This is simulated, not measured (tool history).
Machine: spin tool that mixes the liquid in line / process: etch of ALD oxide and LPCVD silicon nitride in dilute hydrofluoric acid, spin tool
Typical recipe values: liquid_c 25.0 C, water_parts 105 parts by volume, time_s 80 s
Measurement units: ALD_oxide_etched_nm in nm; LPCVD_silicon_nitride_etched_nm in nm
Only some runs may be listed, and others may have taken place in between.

run    hour  liquid_c  water_parts  time_s  read-back film thickness of the ALD oxide reference wafer, read on the same gauge (nm)  read-back film thickness of the LPCVD silicon nitride reference wafer, read on the same gauge (nm)  ALD_oxide_etched_nm  LPCVD_silicon_nitride_etched_nm
  1     0.0      25.0          125      80                                                                                   29.99                                                                                              89.987                13.05                            0.309
  2    37.3      25.0          120      80                                                                                   30.02                                                                                              90.016                13.40                            0.391
  3    98.3      25.0          120      80                                                                                   30.01                                                                                              89.986                13.36                            0.375
  4   163.3      25.0          105      80                                                                                   30.03                                                                                              90.011                15.74                            0.407
  5   231.0      25.0          105     105                                                                                   29.99                                                                                              89.929                20.29                            0.615
  6   369.2      25.0          105     105                                                                                   29.99                                                                                              89.981                20.44                            0.578
  7   452.4      26.5          105      45                                                                                   29.98                                                                                              90.010                 9.18                            0.260
  8   496.9      25.0          105      80                                                                                   30.03                                                                                              90.025                15.18                            0.432
  9   554.6      25.0          105      80                                                                                   30.00                                                                                              89.949                15.29                            0.427
 10   600.1      25.0          105      80                                                                                   30.00                                                                                              90.035                15.36                            0.457
 11   661.3      25.0          105      55                                                                                   30.01                                                                                              89.949                10.52                            0.264
      725.3  -- hydrofluoric acid flow meter replaced
 12   745.3      25.0          105      55                                                                                   30.01                                                                                              89.989                 9.47                            0.269
      839.7  -- gauge calibrated
 13   848.1      25.0          150      80                                                                                   29.98                                                                                              90.023                 9.06                            0.298
 14   923.8      25.0          105      80                                                                                   30.00                                                                                              89.937                13.88                            0.440
 15   971.8      22.5           70      35                                                                                   29.98                                                                                              89.979                 8.44                            0.227
      983.8  -- hydrofluoric acid flow meter replaced, repeated, since the last time left the tool worse
 16  1052.8      25.0          105      80                                                                                   30.00                                                                                              90.013                16.41                            0.464
 17  1151.2      21.5          135     100                                                                                   29.99                                                                                              90.001                13.34                            0.298
 18  1199.6      25.0          105      80                                                                                   29.98                                                                                              90.003                16.11                            0.407
     1225.9  -- thermometer replaced
 19  1282.4      25.0           75      45                                                                                   29.98                                                                                              89.990                13.24                            0.331
 20  1340.3      29.5          135      35                                                                                   30.01                                                                                              90.002                 6.13                            0.203
 21  1419.6      22.0           60      80                                                                                   30.01                                                                                              89.994                26.54                            0.566
 22  1526.9      25.0          105      80                                                                                   29.99                                                                                              90.008                15.71                            0.467
 23  1584.3      25.0          105      80                                                                                   30.01                                                                                              89.947                15.96                            0.430
 24  1665.7      27.0          105      40                                                                                   30.01                                                                                              89.956                 8.56                            0.220
 25  1746.9      23.5           85      80                                                                                   30.02                                                                                              90.003                18.76                            0.454
 26  1810.6      29.0          105      65                                                                                   30.00                                                                                              89.986                14.91                            0.464

Hidden state or all else? Some run-to-run changes of ALD_oxide_etched_nm, split into what the settings, what came in and random variation would give without the hidden state, and what is left for the hidden state (with any gauge scatter that isn't in both results):
Unlogged tool condition in this case: liquid hotter than its thermometer reads (K); hydrofluoric acid flow below the setpoint (%); gauge reads high (%).
Run 6 -> 7: liquid_c 25.0 -> 26.5, time_s 105 -> 45. ALD_oxide_etched_nm -11.26 nm: hidden state +0.69, all else -11.95.
Run 14 -> 15: liquid_c 25.0 -> 22.5, water_parts 105 -> 70, time_s 80 -> 35. ALD_oxide_etched_nm -5.44 nm: hidden state +1.18, all else -6.62.
Run 15 -> 16: liquid_c 22.5 -> 25.0, water_parts 70 -> 105, time_s 35 -> 80, hydrofluoric acid flow meter replaced, repeated, since the last time left the tool worse. ALD_oxide_etched_nm +7.97 nm: hidden state +1.59, all else +6.38.
Run 20 -> 21: liquid_c 29.5 -> 22.0, water_parts 135 -> 60, time_s 35 -> 80. ALD_oxide_etched_nm +20.41 nm: hidden state -0.61, all else +21.02.
